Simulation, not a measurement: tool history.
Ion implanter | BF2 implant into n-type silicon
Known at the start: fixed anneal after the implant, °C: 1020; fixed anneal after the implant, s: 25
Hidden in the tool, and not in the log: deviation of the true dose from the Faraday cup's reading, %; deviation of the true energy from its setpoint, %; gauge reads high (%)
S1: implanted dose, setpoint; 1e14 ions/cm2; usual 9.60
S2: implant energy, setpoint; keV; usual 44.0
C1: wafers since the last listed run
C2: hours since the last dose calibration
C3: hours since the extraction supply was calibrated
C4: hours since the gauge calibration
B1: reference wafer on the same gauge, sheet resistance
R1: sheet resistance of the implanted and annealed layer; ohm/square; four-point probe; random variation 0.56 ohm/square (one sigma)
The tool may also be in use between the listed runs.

run	day	S1	S2	C1	C2	C3	C4	B1	R1
1	0.000	9.60	50.5	0	724.7	1881.1	241.8	112.88	130.14
2	4.162	9.60	50.5	1886	824.6	1981.0	341.7	112.90	128.52
3	7.571	9.60	35.0	1544	906.4	2062.8	423.5	112.90	140.73
4	10.617	9.60	44.0	1380	979.5	2135.9	496.6	113.11	133.15
5	14.338	9.60	44.0	1686	1068.8	2225.2	585.9	113.15	132.61
6	16.179	9.60	44.0	834	1113.0	2269.4	630.1	112.86	133.01
7	19.083	9.60	44.0	1315	1182.7	2339.1	699.8	113.30	131.86
8	23.438	8.26	44.0	1973	1287.2	2443.6	804.3	113.03	146.44
9	35.400	8.26	44.0	5420	1574.3	2730.7	1091.4	112.88	145.51
# day 42.471: Faraday cup replaced and dose calibrated
10	44.854	8.26	44.0	4133	57.2	2957.6	1318.3	113.03	153.47
11	47.133	9.60	44.0	1032	111.9	3012.3	1373.0	113.10	136.23
12	51.550	9.60	54.5	2001	217.9	3118.3	1479.0	112.95	130.24
13	53.242	8.85	36.0	766	258.5	3158.9	1519.6	112.78	149.15
14	55.838	8.85	36.0	1176	320.8	3221.2	1581.9	113.01	150.19
15	58.625	9.60	55.0	1263	387.7	3288.1	1648.8	112.89	129.33
16	61.442	9.60	44.0	1276	455.3	3355.7	1716.4	113.10	134.84
17	63.212	8.73	44.0	802	497.8	3398.2	1758.9	112.85	144.22
# day 65.521: extraction supply calibrated
18	65.742	7.22	57.5	995	558.5	5.3	1819.6	113.02	162.70

Forecast run 19:
19	68.371	9.60	50.0	1191	621.6	68.4	1882.7	?	?

{"run 19": {"B1": 113.28, "R1": 130.65}}
Without the tool's hidden state the same run would have given R1 131.72 ohm/square.
